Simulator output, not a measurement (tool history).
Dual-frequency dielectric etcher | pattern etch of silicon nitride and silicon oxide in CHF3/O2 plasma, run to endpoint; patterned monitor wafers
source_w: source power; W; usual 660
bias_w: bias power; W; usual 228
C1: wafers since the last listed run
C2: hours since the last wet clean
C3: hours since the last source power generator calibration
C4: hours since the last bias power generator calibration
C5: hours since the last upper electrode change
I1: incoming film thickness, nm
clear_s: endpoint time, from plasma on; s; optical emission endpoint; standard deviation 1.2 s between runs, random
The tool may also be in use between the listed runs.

{"run": 1, "hour": 0.0, "source_w": 710, "bias_w": 228, "C1": 0, "C2": 60.2, "C3": 1381.2, "C4": 2459.1, "C5": 2183.4, "I1": 254.6, "clear_s": 154.0}
{"run": 2, "hour": 39.9, "source_w": 710, "bias_w": 228, "C1": 309, "C2": 100.1, "C3": 1421.1, "C4": 2499.0, "C5": 2223.3, "I1": 252.9, "clear_s": 152.2}
{"run": 3, "hour": 105.3, "source_w": 660, "bias_w": 228, "C1": 507, "C2": 165.5, "C3": 1486.5, "C4": 2564.4, "C5": 2288.7, "I1": 252.4, "clear_s": 151.3}
{"run": 4, "hour": 164.9, "source_w": 790, "bias_w": 228, "C1": 462, "C2": 225.1, "C3": 1546.1, "C4": 2624.0, "C5": 2348.3, "I1": 254.7, "clear_s": 147.2}
{"run": 5, "hour": 224.3, "source_w": 660, "bias_w": 228, "C1": 460, "C2": 284.5, "C3": 1605.5, "C4": 2683.4, "C5": 2407.7, "I1": 254.1, "clear_s": 151.4}
{"run": 6, "hour": 280.5, "source_w": 660, "bias_w": 228, "C1": 435, "C2": 340.7, "C3": 1661.7, "C4": 2739.6, "C5": 2463.9, "I1": 251.7, "clear_s": 148.8}
{"hour": 295.5, "done": "source power generator calibrated"}
{"hour": 330.8, "done": "wet clean of the chamber"}
{"run": 7, "hour": 331.3, "source_w": 660, "bias_w": 228, "C1": 176, "C2": 0.5, "C3": 35.8, "C4": 2790.4, "C5": 2514.7, "I1": 254.9, "clear_s": 155.9}
{"run": 8, "hour": 341.7, "source_w": 660, "bias_w": 228, "C1": 80, "C2": 10.9, "C3": 46.2, "C4": 2800.8, "C5": 2525.1, "I1": 254.3, "clear_s": 156.7}
{"run": 9, "hour": 370.5, "source_w": 660, "bias_w": 228, "C1": 223, "C2": 39.7, "C3": 75.0, "C4": 2829.6, "C5": 2553.9, "I1": 251.2, "clear_s": 154.3}
{"run": 10, "hour": 406.5, "source_w": 660, "bias_w": 249, "C1": 279, "C2": 75.7, "C3": 111.0, "C4": 2865.6, "C5": 2589.9, "I1": 253.1, "clear_s": 147.4}
{"run": 11, "hour": 474.8, "source_w": 660, "bias_w": 249, "C1": 529, "C2": 144.0, "C3": 179.3, "C4": 2933.9, "C5": 2658.2, "I1": 253.4, "clear_s": 146.6}
{"run": 12, "hour": 507.4, "source_w": 660, "bias_w": 249, "C1": 252, "C2": 176.6, "C3": 211.9, "C4": 2966.5, "C5": 2690.8, "I1": 253.3, "clear_s": 147.1}
{"run": 13, "hour": 551.1, "source_w": 660, "bias_w": 228, "C1": 338, "C2": 220.3, "C3": 255.6, "C4": 3010.2, "C5": 2734.5, "I1": 252.3, "clear_s": 151.5}
{"run": 14, "hour": 616.2, "source_w": 660, "bias_w": 228, "C1": 504, "C2": 285.4, "C3": 320.7, "C4": 3075.3, "C5": 2799.6, "I1": 253.0, "clear_s": 149.1}
{"run": 15, "hour": 662.9, "source_w": 800, "bias_w": 278, "C1": 362, "C2": 332.1, "C3": 367.4, "C4": 3122.0, "C5": 2846.3, "I1": 254.1, "clear_s": 132.6}
{"hour": 706.1, "done": "bias power generator calibrated"}
{"run": 16, "hour": 706.6, "source_w": 660, "bias_w": 187, "C1": 307, "C2": 375.8, "C3": 411.1, "C4": 0.5, "C5": 2890.0, "I1": 253.2, "clear_s": 157.8}
{"hour": 747.1, "done": "wet clean of the chamber"}
{"run": 17, "hour": 747.6, "source_w": 660, "bias_w": 228, "C1": 131, "C2": 0.5, "C3": 452.1, "C4": 41.5, "C5": 2931.0, "I1": 254.5, "clear_s": 157.2}
{"run": 18, "hour": 773.3, "source_w": 760, "bias_w": 278, "C1": 199, "C2": 26.2, "C3": 477.8, "C4": 67.2, "C5": 2956.7, "I1": 252.2, "clear_s": 137.7}
{"run": 19, "hour": 799.1, "source_w": 590, "bias_w": 228, "C1": 200, "C2": 52.0, "C3": 503.6, "C4": 93.0, "C5": 2982.5, "I1": 255.6, "clear_s": 159.9}
{"run": 20, "hour": 867.0, "source_w": 660, "bias_w": 257, "C1": 526, "C2": 119.9, "C3": 571.5, "C4": 160.9, "C5": 3050.4, "I1": 253.7, "clear_s": 148.1}
{"run": 21, "hour": 921.6, "source_w": 590, "bias_w": 191, "C1": 423, "C2": 174.5, "C3": 626.1, "C4": 215.5, "C5": 3105.0, "I1": 254.5, "clear_s": 168.6}
{"run": 22, "hour": 969.7, "source_w": 560, "bias_w": 258, "C1": 373, "C2": 222.6, "C3": 674.2, "C4": 263.6, "C5": 3153.1, "I1": 252.9, "clear_s": 152.2}
{"run": 23, "hour": 1017.1, "source_w": 660, "bias_w": 195, "C1": 367, "C2": 270.0, "C3": 721.6, "C4": 311.0, "C5": 3200.5, "I1": 254.1, "clear_s": 162.4}
{"hour": 1066.9, "done": "upper electrode replaced"}
{"run": 24, "hour": 1067.4, "source_w": 810, "bias_w": 228, "C1": 203, "C2": 320.3, "C3": 771.9, "C4": 361.3, "C5": 0.5, "I1": 254.5, "clear_s": 144.0}
{"run": 25, "hour": 1110.0, "source_w": 660, "bias_w": 228, "C1": 330, "C2": 362.9, "C3": 814.5, "C4": 403.9, "C5": 43.1, "I1": 250.0, "clear_s": 147.4}
{"run": 26, "hour": 1139.4, "source_w": 590, "bias_w": 191, "C1": 228, "C2": 392.3, "C3": 843.9, "C4": 433.3, "C5": 72.5, "I1": 253.9, "clear_s": 163.9}
{"hour": 1192.9, "done": "wet clean of the chamber"}
{"run": 27, "hour": 1193.4, "source_w": 660, "bias_w": 228, "C1": 232, "C2": 0.5, "C3": 897.9, "C4": 487.3, "C5": 126.5, "I1": 251.8, "clear_s": 154.1}
{"run": 28, "hour": 1260.7, "source_w": 540, "bias_w": 253, "C1": 521, "C2": 67.8, "C3": 965.2, "C4": 554.6, "C5": 193.8, "I1": 254.6, "clear_s": 152.1}
{"run": 29, "hour": 1302.1, "source_w": 710, "bias_w": 184, "C1": 321, "C2": 109.2, "C3": 1006.6, "C4": 596.0, "C5": 235.2, "I1": 252.5, "clear_s": 163.9}
{"run": 30, "hour": 1335.4, "source_w": 660, "bias_w": 228, "C1": 258, "C2": 142.5, "C3": 1039.9, "C4": 629.3, "C5": 268.5, "I1": 254.0, "clear_s": 152.6}
{"run": 31, "hour": 1375.9, "source_w": 570, "bias_w": 211, "C1": 314, "C2": 183.0, "C3": 1080.4, "C4": 669.8, "C5": 309.0, "I1": 252.5, "clear_s": 159.8}
{"run": 32, "hour": 1406.3, "source_w": 790, "bias_w": 256, "C1": 235, "C2": 213.4, "C3": 1110.8, "C4": 700.2, "C5": 339.4, "I1": 252.7, "clear_s": 137.4}
{"run": 33, "hour": 1453.8, "source_w": 530, "bias_w": 228, "C1": 368, "C2": 260.9, "C3": 1158.3, "C4": 747.7, "C5": 386.9, "I1": 252.3, "clear_s": 153.9}
{"run": 34, "hour": 1507.0, "source_w": 710, "bias_w": 177, "C1": 412, "C2": 314.1, "C3": 1211.5, "C4": 800.9, "C5": 440.1, "I1": 253.7, "clear_s": 159.4}

For some of the steps in clear_s from one run to the next: how much would appear even if the tool had no hidden state, given the settings, what came in and random variation, and how much remains for the hidden state plus any gauge scatter that the measured result and the result without hidden state don't share?
The hidden state here: etch rate over this chamber's usual, %; source power that arrives over what is set, %; bias power that arrives over what is set, %.
Run 6 -> 7: source power generator calibrated, wet clean of the chamber. clear_s +7.1 s: hidden state +5.5, all else +1.6.
Run 15 -> 16: source_w 800 -> 660, bias_w 278 -> 187, bias power generator calibrated. clear_s +25.2 s: hidden state -2.0, all else +27.2.
Run 16 -> 17: bias_w 187 -> 228, wet clean of the chamber. clear_s -0.6 s: hidden state +9.4, all else -10.0.
Run 18 -> 19: source_w 760 -> 590, bias_w 278 -> 228. clear_s +22.2 s: hidden state -0.4, all else +22.6.
Run 26 -> 27: source_w 590 -> 660, bias_w 191 -> 228, wet clean of the chamber. clear_s -9.8 s: hidden state +5.9, all else -15.7.
Run 31 -> 32: source_w 570 -> 790, bias_w 211 -> 256. clear_s -22.4 s: hidden state +0.1, all else -22.5.
